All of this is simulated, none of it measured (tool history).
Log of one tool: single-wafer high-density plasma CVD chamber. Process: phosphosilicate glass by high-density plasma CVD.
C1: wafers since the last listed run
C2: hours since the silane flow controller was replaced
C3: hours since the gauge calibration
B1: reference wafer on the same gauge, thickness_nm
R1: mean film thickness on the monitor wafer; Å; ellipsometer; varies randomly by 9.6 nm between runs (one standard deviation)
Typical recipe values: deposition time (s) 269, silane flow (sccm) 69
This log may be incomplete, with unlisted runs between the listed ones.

Run 1, hour 0: usual settings; C1 0; C2 2671.1; C3 1758.4; B1 1950.85. Result: R1 17087.87 Å.
Run 2, hour 83.4: usual settings; C1 444; C2 2754.5; C3 1841.8; B1 1948.273. Result: R1 17193.08 Å.
Run 3, hour 151.7: usual settings but silane flow (sccm) 62; C1 363; C2 2822.8; C3 1910.1; B1 1949.966. Result: R1 15511.44 Å.
Run 4, hour 252.8: usual settings but silane flow (sccm) 64; C1 538; C2 2923.9; C3 2011.2; B1 1948.278. Result: R1 16116.89 Å.
Run 5, hour 290.1: usual settings but silane flow (sccm) 64; C1 198; C2 2961.2; C3 2048.5; B1 1951.372. Result: R1 16009.32 Å.
Run 6, hour 329.4: usual settings but silane flow (sccm) 64; C1 209; C2 3000.5; C3 2087.8; B1 1949.104. Result: R1 16086.18 Å.
Run 7, hour 393.5: usual settings but silane flow (sccm) 76; C1 341; C2 3064.6; C3 2151.9; B1 1950.129. Result: R1 19050.55 Å.
Run 8, hour 461.4: usual settings but silane flow (sccm) 76; C1 361; C2 3132.5; C3 2219.8; B1 1948.946. Result: R1 19049.24 Å.
Run 9, hour 498.8: usual settings but silane flow (sccm) 76; C1 199; C2 3169.9; C3 2257.2; B1 1950.255. Result: R1 18985.84 Å.
Run 10, hour 710.6: usual settings; C1 1128; C2 3381.7; C3 2469; B1 1949.9. Result: R1 17265.27 Å.
Run 11, hour 817: usual settings; C1 566; C2 3488.1; C3 2575.4; B1 1949.66. Result: R1 17261.25 Å.
Run 12, hour 886.9: usual settings; C1 372; C2 3558; C3 2645.3; B1 1950.875. Result: R1 17147.9 Å.
Run 13, hour 1006.6: usual settings; C1 637; C2 3677.7; C3 2765; B1 1950.48. Result: R1 17288.67 Å.
Run 14, hour 1075: usual settings; C1 364; C2 3746.1; C3 2833.4; B1 1949.261. Result: R1 17302.31 Å.
At hour 1160.4: gauge calibrated.
At hour 1188.9: silane flow controller replaced.
Run 15, hour 1273.9: usual settings; C1 1016; C2 85; C3 113.5; B1 1950.332. Result: R1 17281.46 Å.
Run 16, hour 1361.4: usual settings; C1 466; C2 172.5; C3 201; B1 1951.253. Result: R1 17280.83 Å.
Run 17, hour 1410.6: usual settings; C1 262; C2 221.7; C3 250.2; B1 1950.095. Result: R1 17322.66 Å.
Run 18, hour 1513.1: usual settings; C1 545; C2 324.2; C3 352.7; B1 1949.345. Result: R1 17299.72 Å.
Run 19, hour 1574.8: usual settings; C1 328; C2 385.9; C3 414.4; B1 1949.324. Result: R1 17318.84 Å.
Run 20, hour 1698.5: usual settings; C1 658; C2 509.6; C3 538.1; B1 1950.409. Result: R1 17233.84 Å.
Run 21, hour 1753.3: usual settings but deposition time (s) 256, silane flow (sccm) 61; C1 291; C2 564.4; C3 592.9; B1 1949.018. Result: R1 14654.02 Å.
Run 22, hour 1820.8: usual settings; C1 359; C2 631.9; C3 660.4; B1 1949.16. Result: R1 17388 Å.
Run 23, hour 1928.5: usual settings but silane flow (sccm) 76; C1 573; C2 739.6; C3 768.1; B1 1951.889. Result: R1 19159.22 Å.
Run 24, hour 1970.9: usual settings; C1 225; C2 782; C3 810.5; B1 1951.164. Result: R1 17333.14 Å.
Run 25, hour 2066.3: usual settings; C1 508; C2 877.4; C3 905.9; B1 1949.088. Result: R1 17335.32 Å.
Run 26, hour 2162.1: usual settings; C1 510; C2 973.2; C3 1001.7; B1 1948.549. Result: R1 17396.62 Å.
Run 27, hour 2242.2: usual settings but silane flow (sccm) 73; C1 426; C2 1053.3; C3 1081.8; B1 1947.942. Result: R1 18565.34 Å.
Run 28, hour 2282.9: usual settings but deposition time (s) 235, silane flow (sccm) 79; C1 216; C2 1094; C3 1122.5; B1 1951.78. Result: R1 17290.71 Å.
Run 29, hour 2333.2: usual settings; C1 267; C2 1144.3; C3 1172.8; B1 1948.704. Result: R1 17198.59 Å.
Run 30, hour 2419: usual settings but deposition time (s) 244, silane flow (sccm) 82; C1 457; C2 1230.1; C3 1258.6; B1 1947.694. Result: R1 18814.88 Å.
Run 31, hour 2512.3: usual settings but deposition time (s) 241, silane flow (sccm) 76; C1 496; C2 1323.4; C3 1351.9; B1 1949.078. Result: R1 16948.33 Å.
Run 32, hour 2602: usual settings but deposition time (s) 238, silane flow (sccm) 64; C1 477; C2 1413.1; C3 1441.6; B1 1948.372. Result: R1 14201.47 Å.
Run 33, hour 2689.9: usual settings; C1 468; C2 1501; C3 1529.5; B1 1949.196. Result: R1 17162.91 Å.
Run 34, hour 2754.3: usual settings; C1 343; C2 1565.4; C3 1593.9; B1 1949.434. Result: R1 17391.71 Å.
Run 35, hour 2852.6: usual settings but deposition time (s) 296, silane flow (sccm) 62; C1 523; C2 1663.7; C3 1692.2; B1 1950.546. Result: R1 16947.82 Å.
Run 36, hour 2898: usual settings but deposition time (s) 301, silane flow (sccm) 60; C1 241; C2 1709.1; C3 1737.6; B1 1950.562. Result: R1 16971.45 Å.
Run 37, hour 3005.7: usual settings but deposition time (s) 216; C1 573; C2 1816.8; C3 1845.3; B1 1953.268. Result: R1 13753.59 Å.
Run 38, hour 3079.4: usual settings but silane flow (sccm) 77; C1 392; C2 1890.5; C3 1919; B1 1949.761. Result: R1 19316.41 Å.
Run 39, hour 3133.9: usual settings but deposition time (s) 225; C1 290; C2 1945; C3 1973.5; B1 1950.666. Result: R1 14581.19 Å.
Run 40, hour 3213.1: usual settings but silane flow (sccm) 58; C1 421; C2 2024.2; C3 2052.7; B1 1948.059. Result: R1 14542.53 Å.
Run 41, hour 3319.6: usual settings but deposition time (s) 294, silane flow (sccm) 57; C1 567; C2 2130.7; C3 2159.2; B1 1948.238. Result: R1 15563.34 Å.
Run 42, hour 3356.8: usual settings but deposition time (s) 215; C1 198; C2 2167.9; C3 2196.4; B1 1950.129. Result: R1 13883.93 Å.
Run 43, hour 3414.8: usual settings but deposition time (s) 283, silane flow (sccm) 75; C1 308; C2 2225.9; C3 2254.4; B1 1951.351. Result: R1 19815.15 Å.
Run 44, hour 3463.3: usual settings but deposition time (s) 241, silane flow (sccm) 73; C1 258; C2 2274.4; C3 2302.9; B1 1950.169. Result: R1 16298.74 Å.
Run 45, hour 3500.9: usual settings but deposition time (s) 237, silane flow (sccm) 76; C1 200; C2 2312; C3 2340.5; B1 1949.593. Result: R1 16896.28 Å.
Run 46, hour 3591.8: usual settings but deposition time (s) 292, silane flow (sccm) 77; C1 484; C2 2402.9; C3 2431.4; B1 1950.102. Result: R1 20837.24 Å.

For each entry between runs, how does the tool's hidden state at the last listed run before it compare with that at the first listed run after it?
In the gap between runs 14 and 15: gauge calibrated (hour 1160.4); silane flow controller replaced (hour 1188.9)
  no hidden state differs between the two runs
